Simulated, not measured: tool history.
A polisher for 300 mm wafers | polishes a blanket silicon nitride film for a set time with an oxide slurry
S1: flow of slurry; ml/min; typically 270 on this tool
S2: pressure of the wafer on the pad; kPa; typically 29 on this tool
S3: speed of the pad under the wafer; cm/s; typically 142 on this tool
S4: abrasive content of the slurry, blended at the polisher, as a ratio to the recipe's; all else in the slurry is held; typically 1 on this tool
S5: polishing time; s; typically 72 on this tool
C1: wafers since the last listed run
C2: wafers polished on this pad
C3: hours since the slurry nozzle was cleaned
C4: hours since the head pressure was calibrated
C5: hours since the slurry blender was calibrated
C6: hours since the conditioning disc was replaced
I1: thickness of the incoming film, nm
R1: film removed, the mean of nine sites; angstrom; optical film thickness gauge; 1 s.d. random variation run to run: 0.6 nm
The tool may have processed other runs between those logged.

Run 1, hour 0: usual settings but S2 32.4 kPa; C1 0; C2 1769; C3 133.3; C4 489.5; C5 413.5; C6 294.8; I1 581.6. Result: R1 805 angstrom.
Run 2, hour 81: usual settings; C1 654; C2 2424; C3 214.3; C4 570.5; C5 494.5; C6 375.8; I1 580.7. Result: R1 735 angstrom.
At hour 213.6: conditioning disc replaced and pad reconditioned.
At hour 218.6: slurry blender recalibrated.
Run 3, hour 259.3: usual settings; C1 1408; C2 3832; C3 392.6; C4 748.8; C5 40.7; C6 45.7; I1 577.9. Result: R1 702 angstrom.
Run 4, hour 330.6: usual settings; C1 576; C2 4409; C3 463.9; C4 820.1; C5 112; C6 117; I1 582.3. Result: R1 699 angstrom.
At hour 398.6: worn pad replaced by a new one.
Run 5, hour 414.8: usual settings but S5 53 s; C1 648; C2 131; C3 548.1; C4 904.3; C5 196.2; C6 201.2; I1 582.7. Result: R1 541 angstrom.
Run 6, hour 510.4: usual settings but S1 235 ml/min, S2 35.9 kPa, S4 1.2, S5 85 s; C1 772; C2 903; C3 643.7; C4 999.9; C5 291.8; C6 296.8; I1 572. Result: R1 1123 angstrom.
At hour 524.7: slurry nozzle cleaned.
At hour 576.3: head pressure recalibrated.
Run 7, hour 605.2: usual settings but S1 325 ml/min, S2 33.1 kPa, S4 0.85, S5 92 s; C1 741; C2 1645; C3 80.5; C4 28.9; C5 386.6; C6 391.6; I1 574.3. Result: R1 998 angstrom.
Run 8, hour 700.1: usual settings; C1 767; C2 2412; C3 175.4; C4 123.8; C5 481.5; C6 486.5; I1 572.9. Result: R1 723 angstrom.
At hour 733.1: slurry blender recalibrated.
Run 9, hour 773.8: usual settings but S2 38.6 kPa, S3 174 cm/s; C1 579; C2 2992; C3 249.1; C4 197.5; C5 40.7; C6 560.2; I1 581.7. Result: R1 1050 angstrom.
At hour 781.6: conditioning disc replaced and pad reconditioned.
Run 10, hour 834.9: usual settings but S1 185 ml/min, S3 94 cm/s, S5 59 s; C1 477; C2 3470; C3 310.2; C4 258.6; C5 101.8; C6 53.3; I1 582.6. Result: R1 455 angstrom.
Run 11, hour 897.1: usual settings; C1 502; C2 3972; C3 372.4; C4 320.8; C5 164; C6 115.5; I1 575.4. Result: R1 709 angstrom.
At hour 972.4: worn pad replaced by a new one.
Run 12, hour 972.9: usual settings; C1 580; C2 3; C3 448.2; C4 396.6; C5 239.8; C6 191.3; I1 578.5. Result: R1 743 angstrom.
Run 13, hour 1056.7: usual settings but S1 335 ml/min, S2 35.9 kPa, S4 0.7, S5 65 s; C1 677; C2 681; C3 532; C4 480.4; C5 323.6; C6 275.1; I1 581.9. Result: R1 715 angstrom.
Run 14, hour 1126.5: usual settings but S2 34.5 kPa; C1 564; C2 1245; C3 601.8; C4 550.2; C5 393.4; C6 344.9; I1 579.7. Result: R1 878 angstrom.
Run 15, hour 1185.6: usual settings but S4 1.15; C1 477; C2 1722; C3 660.9; C4 609.3; C5 452.5; C6 404; I1 571.5. Result: R1 787 angstrom.
At hour 1213: slurry nozzle cleaned.
Run 16, hour 1270.3: usual settings but S3 110 cm/s; C1 676; C2 2399; C3 57.3; C4 694; C5 537.2; C6 488.7; I1 573.7. Result: R1 642 angstrom.
At hour 1282.2: slurry blender recalibrated.
At hour 1310.8: conditioning disc replaced and pad reconditioned.
Run 17, hour 1358.2: usual settings but S1 240 ml/min, S5 57 s; C1 678; C2 3077; C3 145.2; C4 781.9; C5 76; C6 47.4; I1 589.5. Result: R1 553 angstrom.
Run 18, hour 1419.9: usual settings but S2 38.6 kPa, S4 0.85; C1 498; C2 3576; C3 206.9; C4 843.6; C5 137.7; C6 109.1; I1 588.9. Result: R1 883 angstrom.
Run 19, hour 1457.5: usual settings but S2 18.6 kPa, S3 102 cm/s, S5 57 s; C1 303; C2 3880; C3 244.5; C4 881.2; C5 175.3; C6 146.7; I1 572.8. Result: R1 314 angstrom.
Run 20, hour 1554.5: usual settings but S3 104 cm/s; C1 783; C2 4664; C3 341.5; C4 978.2; C5 272.3; C6 243.7; I1 578.9. Result: R1 611 angstrom.
At hour 1577.8: worn pad replaced by a new one.
Run 21, hour 1620.4: usual settings; C1 500; C2 344; C3 407.4; C4 1044.1; C5 338.2; C6 309.6; I1 581.5. Result: R1 728 angstrom.
Run 22, hour 1716.9: usual settings but S1 325 ml/min; C1 779; C2 1124; C3 503.9; C4 1140.6; C5 434.7; C6 406.1; I1 575.4. Result: R1 736 angstrom.
Run 23, hour 1753.9: usual settings but S1 320 ml/min, S2 31.7 kPa, S3 180 cm/s, S4 1.2; C1 299; C2 1423; C3 540.9; C4 1177.6; C5 471.7; C6 443.1; I1 581.9. Result: R1 972 angstrom.
Run 24, hour 1817.3: usual settings but S4 0.9; C1 512; C2 1936; C3 604.3; C4 1241; C5 535.1; C6 506.5; I1 569.1. Result: R1 690 angstrom.
At hour 1847.5: slurry blender recalibrated.
Run 25, hour 1867.8: usual settings; C1 391; C2 2328; C3 654.8; C4 1291.5; C5 20.3; C6 557; I1 583.3. Result: R1 725 angstrom.

What if the next run were any one of these 4? Each begins from the tool's condition after run 25:
Run A, hour 1868.2: usual settings; C1 3; C2 2331; C3 655.2; C4 1291.9; C5 20.7; C6 557.4; I1 588.3. Result: R1 ?.
Run B, hour 1868.2: usual settings but S1 335 ml/min, S4 1.25; C1 3; C2 2331; C3 655.2; C4 1291.9; C5 20.7; C6 557.4; I1 588.3. Result: R1 ?.
Run C, hour 1868.2: usual settings but S1 340 ml/min, S2 22.8 kPa, S3 100 cm/s, S4 0.8; C1 3; C2 2331; C3 655.2; C4 1291.9; C5 20.7; C6 557.4; I1 588.3. Result: R1 ?.
Run D, hour 1868.2: usual settings but S1 345 ml/min, S3 164 cm/s, S4 1.25, S5 82 s; C1 3; C2 2331; C3 655.2; C4 1291.9; C5 20.7; C6 557.4; I1 588.3. Result: R1 ?.

run   R1
  A  716
  B  801
  C  445
  D  986
With no hidden state in the tool, these same runs would have given:
run    R1
  A   740
  B   828
  C   460
  D  1019
